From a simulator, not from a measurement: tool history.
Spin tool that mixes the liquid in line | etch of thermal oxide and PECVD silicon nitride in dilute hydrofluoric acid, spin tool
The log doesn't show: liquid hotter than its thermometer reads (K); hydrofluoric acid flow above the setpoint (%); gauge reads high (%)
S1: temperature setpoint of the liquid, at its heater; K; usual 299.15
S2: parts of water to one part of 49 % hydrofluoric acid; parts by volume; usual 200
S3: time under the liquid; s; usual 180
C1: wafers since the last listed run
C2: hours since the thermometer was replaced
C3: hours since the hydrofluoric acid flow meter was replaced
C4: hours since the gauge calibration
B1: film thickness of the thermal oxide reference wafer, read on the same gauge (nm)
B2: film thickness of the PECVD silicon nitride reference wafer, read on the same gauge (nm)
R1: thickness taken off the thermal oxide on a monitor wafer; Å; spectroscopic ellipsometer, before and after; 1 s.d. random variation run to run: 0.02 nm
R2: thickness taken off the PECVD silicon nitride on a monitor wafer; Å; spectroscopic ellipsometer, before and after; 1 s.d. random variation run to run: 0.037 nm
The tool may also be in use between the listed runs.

run   hour      S1   S2   S3   C1      C2     C3     C4      B1       B2      R1     R2
  1    0.0  299.15  200  180    0  1190.2  692.2  145.8  80.006  120.006   48.86  42.23
  2   11.3  299.15  200  180   56  1201.5  703.5  157.1  79.999  119.995   49.03  41.64
  3   17.4  299.15  200  180   30  1207.6  709.6  163.2  79.975  119.998   49.02  41.55
  4   31.4  299.15  200  180   69  1221.6  723.6  177.2  79.994  120.022   48.85  41.88
  5   46.7  299.15  200  180   76  1236.9  738.9  192.5  79.986  119.990   49.02  42.65
  6   56.2  299.15  200  180   47  1246.4  748.4  202.0  80.032  120.008   49.23  42.17
  7   66.4  299.15  200  180   50  1256.6  758.6  212.2  80.019  120.000   49.37  41.68
  8   83.1  299.15  200  180   83  1273.3  775.3  228.9  79.983  119.998   49.55  41.16
      89.1  -- hydrofluoric acid flow meter replaced
      95.0  -- gauge calibrated
  9   98.4  299.15  200  180   71  1288.6    9.3    3.4  79.985  119.995   46.04  39.30
 10  106.0  299.15  200  180   37  1296.2   16.9   11.0  79.978  120.002   45.65  38.87
 11  121.3  302.15  200   95   76  1311.5   32.2   26.3  80.011  119.989   26.51  25.50
 12  132.2  302.15  200   95   54  1322.4   43.1   37.2  79.988  119.977   26.89  24.79
 13  141.0  302.65  130  180   43  1331.2   51.9   46.0  79.999  119.988   87.13  76.80
 14  162.8  302.65  275  100  108  1353.0   73.7   67.8  80.021  120.007   19.17  19.83
     166.5  -- thermometer replaced
 15  171.9  295.15  235  130   40     5.4   82.8   76.9  80.027  119.985   21.65  16.90
 16  189.7  296.15  260  225   88    23.2  100.6   94.7  79.974  119.994   34.43  27.99
 17  200.0  299.15  200  105   51    33.5  110.9  105.0  79.971  119.996   24.85  20.69
 18  217.8  301.15  150  280   88    51.3  128.7  122.8  79.988  119.991  100.67  82.45
 19  230.5  299.15  200  215   63    64.0  141.4  135.5  79.982  120.030   51.15  42.08
 20  239.6  299.15  230  180   45    73.1  150.5  144.6  80.026  119.976   36.14  30.08
 21  249.8  303.65  200  180   50    83.3  160.7  154.8  79.992  119.987   50.01  46.27
 22  264.5  297.15  120  215   73    98.0  175.4  169.5  79.985  119.993   86.55  63.37
 23  271.2  301.15  155  285   33   104.7  182.1  176.2  80.033  120.013  100.37  82.32
 24  278.8  299.15  200  180   37   112.3  189.7  183.8  79.965  119.995   42.78  34.97
 25  290.2  299.15  200  180   56   123.7  201.1  195.2  79.984  119.986   42.96  35.70
 26  296.6  297.15  120  215   31   130.1  207.5  201.6  79.974  120.017   87.78  62.43

A few steps of R1 between consecutive runs. Split each: what settings, incoming material and random variation would produce without the hidden state, and what is left over for the hidden state, along with gauge scatter present in only one of the two compared results (measured, and without hidden state):
Run 12 -> 13: S1 302.15 -> 302.65, S2 200 -> 130, S3 95 -> 180. R1 +60.24 Å: hidden state +5.61, all else +54.63.
Run 13 -> 14: S2 130 -> 275, S3 180 -> 100. R1 -67.96 Å: hidden state -6.27, all else -61.69.
Run 17 -> 18: S1 299.15 -> 301.15, S2 200 -> 150, S3 105 -> 280. R1 +75.82 Å: hidden state +1.59, all else +74.23.
